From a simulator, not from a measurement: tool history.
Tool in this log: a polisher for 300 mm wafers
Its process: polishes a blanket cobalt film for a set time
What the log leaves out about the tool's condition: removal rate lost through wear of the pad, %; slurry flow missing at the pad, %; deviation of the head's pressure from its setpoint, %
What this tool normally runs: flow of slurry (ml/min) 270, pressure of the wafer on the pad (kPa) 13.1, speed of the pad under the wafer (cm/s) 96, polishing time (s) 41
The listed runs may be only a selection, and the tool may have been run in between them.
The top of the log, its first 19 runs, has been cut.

run	hour	flow of slurry (ml/min)	pressure of the wafer on the pad (kPa)	speed of the pad under the wafer (cm/s)	polishing time (s)	wafers since the last listed run	wafers polished on this pad	hours since the slurry nozzle was cleaned	hours since the head pressure was calibrated	incoming thickness of the incoming film, nm	film removed (nm)
20	303.8	220	9.0	74	35	171	557	118.5	74.9	1007.6	85.4
21	318.7	220	13.1	64	55	209	766	133.4	89.8	1017.7	174.9
22	332.1	190	10.3	68	36	188	954	146.8	103.2	1023.8	91.4
23	344.6	270	14.5	96	41	175	1129	159.3	115.7	1013.0	187.0
24	355.6	270	11.7	70	30	154	1284	170.3	126.7	1003.5	88.9
25	363.3	355	13.1	96	27	108	1392	178.0	134.4	1018.0	116.2
26	372.6	270	13.1	96	41	130	1523	187.3	143.7	1002.1	168.7
# hour 381.4: worn pad replaced by a new one
27	387.3	270	13.1	116	45	150	83	202.0	158.4	1010.5	241.4
28	399.6	270	11.7	96	41	172	255	214.3	170.7	1016.9	158.8
29	417.3	270	9.7	84	55	248	504	232.0	188.4	1002.9	159.3
30	425.2	270	13.1	96	41	110	615	239.9	196.3	1027.5	172.5
# hour 432.3: slurry nozzle cleaned
31	439.8	245	11.0	84	41	190	806	7.5	210.9	1020.0	129.8
32	453.6	315	13.1	66	36	193	999	21.3	224.7	1000.4	116.5
33	470.3	270	17.2	82	41	234	1234	38.0	241.4	1031.8	196.5
34	484.5	240	9.0	106	50	199	1433	52.2	255.6	1000.6	146.3
35	497.7	270	17.2	66	33	185	1618	65.4	268.8	1026.6	137.7
# hour 509.9: worn pad replaced by a new one
36	545.5	270	13.1	96	41	614	499	113.2	316.6	1028.1	174.1
37	561.4	270	13.1	96	41	223	722	129.1	332.5	1017.6	176.7
38	568.5	270	13.1	96	41	99	822	136.2	339.6	1015.3	166.2

What if the next run were any one of these 3? Each begins from the tool's condition after run 38:
A	568.9	270	13.1	64	41	5	828	136.6	340.0	1015.2	?
B	568.9	270	13.1	96	32	5	828	136.6	340.0	1015.2	?
C	568.9	270	13.1	68	41	5	828	136.6	340.0	1015.2	?

run	film removed (nm)
A	133.3
B	136.4
C	138.5
Without the tool's unlogged condition, the same runs would have read:
run	film removed (nm)
A	147.8
B	151.2
C	153.5
